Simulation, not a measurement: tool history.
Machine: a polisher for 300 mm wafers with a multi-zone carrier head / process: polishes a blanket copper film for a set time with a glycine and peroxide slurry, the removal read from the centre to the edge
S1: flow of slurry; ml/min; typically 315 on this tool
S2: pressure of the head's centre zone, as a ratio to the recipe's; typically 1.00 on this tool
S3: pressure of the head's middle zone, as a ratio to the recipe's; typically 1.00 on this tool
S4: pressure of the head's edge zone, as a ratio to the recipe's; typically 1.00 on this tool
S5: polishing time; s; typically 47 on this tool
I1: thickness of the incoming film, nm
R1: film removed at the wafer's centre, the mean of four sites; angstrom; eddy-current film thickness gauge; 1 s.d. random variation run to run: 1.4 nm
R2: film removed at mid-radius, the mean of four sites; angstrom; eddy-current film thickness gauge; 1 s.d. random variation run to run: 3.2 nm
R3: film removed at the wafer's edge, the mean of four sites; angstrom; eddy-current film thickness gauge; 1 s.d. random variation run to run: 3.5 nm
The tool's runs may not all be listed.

| run | hour | S1 | S2 | S3 | S4 | S5 | I1 | R1 | R2 | R3 |
|---|---|---|---|---|---|---|---|---|---|---|
| 1 | 0.0 | 315 | 1.00 | 1.00 | 0.93 | 47 | 966.6 | 2151 | 2161 | 2188 |
| 2 | 17.8 | 315 | 1.00 | 1.00 | 0.93 | 47 | 964.7 | 2124 | 2126 | 2181 |
| 3 | 27.6 | 315 | 1.00 | 1.00 | 1.00 | 47 | 976.7 | 2129 | 2116 | 2213 |
| 4 | 40.6 | 315 | 1.00 | 1.00 | 1.00 | 47 | 961.6 | 2116 | 2100 | 2188 |
| 5 | 50.7 | 315 | 1.00 | 1.00 | 1.00 | 47 | 980.8 | 2110 | 2092 | 2175 |
| 6 | 58.9 | 315 | 1.00 | 1.00 | 1.05 | 47 | 977.0 | 2090 | 2072 | 2294 |
| 7 | 70.4 | 315 | 1.00 | 1.00 | 1.00 | 47 | 988.0 | 2040 | 2104 | 2164 |
|  | 76.1 | carrier head's membrane replaced by a new one |
| 8 | 82.5 | 315 | 1.00 | 1.00 | 1.00 | 47 | 981.2 | 2007 | 1989 | 2102 |
|  | 89.5 | worn pad replaced by a new one |
|  | 95.7 | edge zone pressure recalibrated |
| 9 | 96.2 | 315 | 1.00 | 1.00 | 1.00 | 47 | 962.9 | 2159 | 2161 | 2289 |
| 10 | 107.2 | 265 | 1.00 | 1.00 | 1.00 | 47 | 979.9 | 2070 | 2080 | 2224 |
| 11 | 124.0 | 315 | 1.00 | 1.00 | 1.00 | 56 | 976.9 | 2552 | 2592 | 2714 |
|  | 137.3 | centre zone pressure recalibrated |
| 12 | 141.5 | 425 | 1.00 | 1.00 | 0.92 | 33 | 970.2 | 1580 | 1585 | 1575 |
| 13 | 167.3 | 425 | 1.00 | 1.00 | 0.92 | 33 | 956.5 | 1535 | 1509 | 1510 |
| 14 | 176.4 | 315 | 1.00 | 0.93 | 1.00 | 47 | 962.5 | 2035 | 1895 | 2217 |
| 15 | 193.6 | 315 | 1.00 | 1.00 | 1.00 | 36 | 975.6 | 1530 | 1506 | 1602 |
|  | 207.7 | worn pad replaced by a new one |
| 16 | 211.0 | 315 | 1.00 | 1.00 | 1.00 | 47 | 967.6 | 2178 | 2125 | 2252 |
|  | 215.3 | slurry nozzle cleaned |
| 17 | 227.8 | 315 | 1.00 | 1.00 | 1.00 | 61 | 961.7 | 3090 | 3110 | 3138 |
| 18 | 238.6 | 315 | 1.00 | 1.00 | 1.00 | 47 | 967.3 | 2355 | 2303 | 2422 |
| 19 | 247.4 | 315 | 1.00 | 1.00 | 1.00 | 47 | 956.2 | 2331 | 2296 | 2429 |
| 20 | 256.5 | 315 | 1.10 | 0.89 | 1.00 | 62 | 969.2 | 3398 | 2763 | 3137 |
| 21 | 270.7 | 315 | 1.09 | 1.00 | 0.95 | 38 | 980.9 | 2029 | 1802 | 1835 |
| 22 | 277.8 | 315 | 1.04 | 1.11 | 1.00 | 47 | 969.1 | 2369 | 2439 | 2303 |
| 23 | 292.3 | 250 | 1.00 | 1.00 | 1.00 | 47 | 965.5 | 2152 | 2136 | 2233 |

List, for all runs, the conditions of the tool that the log does not record:
deviation of the centre zone's pressure from its setpoint, %: 0 on each run
deviation of the edge zone's pressure from its setpoint, %: 0 on each run
H1: removal rate lost through wear of the pad, %
H2: slurry flow missing at the pad, %
| run | H1 | H2 |
|---|---|---|
| 1 | 0.661 | 45.2 |
| 2 | 1.26 | 45.4 |
| 3 | 1.77 | 45.5 |
| 4 | 2.65 | 45.6 |
| 5 | 3.49 | 45.7 |
| 6 | 4.27 | 45.8 |
| 7 | 5.51 | 45.9 |
| 8 | 7.02 | 46 |
| 9 | 0.106 | 46.2 |
| 10 | 0.285 | 46.2 |
| 11 | 0.873 | 46.4 |
| 12 | 1.89 | 46.5 |
| 13 | 4.13 | 46.7 |
| 14 | 5.14 | 46.7 |
| 15 | 7.34 | 46.9 |
| 16 | 0.162 | 47 |
| 17 | 0.425 | 6.35 |
| 18 | 0.794 | 7.87 |
| 19 | 1.21 | 9.06 |
| 20 | 1.75 | 10.3 |
| 21 | 2.81 | 12.1 |
| 22 | 3.45 | 12.9 |
| 23 | 4.95 | 14.6 |
